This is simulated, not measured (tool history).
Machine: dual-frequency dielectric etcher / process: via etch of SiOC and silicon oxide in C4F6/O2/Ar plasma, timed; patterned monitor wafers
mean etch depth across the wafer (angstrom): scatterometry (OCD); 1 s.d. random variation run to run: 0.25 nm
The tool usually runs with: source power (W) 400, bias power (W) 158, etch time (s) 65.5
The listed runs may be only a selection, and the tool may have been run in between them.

run   hour  source power (W)  bias power (W)  etch time (s)  read-back reference wafer on the same gauge, depth_nm  mean etch depth across the wafer (angstrom)
  1      0               400             158           65.5                                                   73.7                                          742
  2   25.2               400             158           65.5                                                   73.9                                          748
  3   53.5               400             158           65.5                                                   73.8                                          747
  4   76.9               400             158           65.5                                                   73.8                                          750
  5   92.5               400             158           65.5                                                   73.8                                          753
  6  116.7               400             158           65.5                                                   73.8                                          749
  7  133.1               400             158           65.5                                                   73.7                                          759
  8  159.3               400             158           65.5                                                   73.8                                          749
  9  177.9               400             158           65.5                                                   73.7                                          754
     206.7  -- upper electrode replaced
 10  208.3               400             158           65.5                                                   73.8                                          754
       229  -- gauge calibrated
     242.7  -- source power generator calibrated
 11  243.2               450             158           65.5                                                   73.9                                          808
 12  265.9               400             158             54                                                   73.8                                          625
     281.1  -- bias power generator calibrated
     307.1  -- wet clean of the chamber
 13  307.6               400             158           65.5                                                   73.8                                          726
 14    309               350             187           65.5                                                   73.9                                          710
 15  337.7               400             158           65.5                                                   73.8                                          728
 16  360.9               300             127           65.5                                                   73.7                                          567
 17  390.5               400             185           81.5                                                   73.9                                          957
 18  425.9               480             184           58.5                                                   73.8                                          761
 19  445.1               310             158           65.5                                                   73.8                                          629
     466.8  -- gauge calibrated
 20  478.9               330             182           65.5                                                   73.6                                          689

Here are 3 independent what-if runs from the current tool condition. What would each one return?
  A  479.3               400             158             49                                                      ?                                            ?
  B  479.3               300             158           84.5                                                      ?                                            ?
  C  479.3               400             119           65.5                                                      ?                                            ?

run  read-back reference wafer on the same gauge, depth_nm  mean etch depth across the wafer (angstrom)
  A                                                   73.8                                          548
  B                                                   73.8                                          796
  C                                                   73.8                                          668
The same runs, with their run-to-run variation unchanged, on a tool lacking any hidden condition would have given:
run  mean etch depth across the wafer (angstrom)
  A                                          539
  B                                          782
  C                                          656
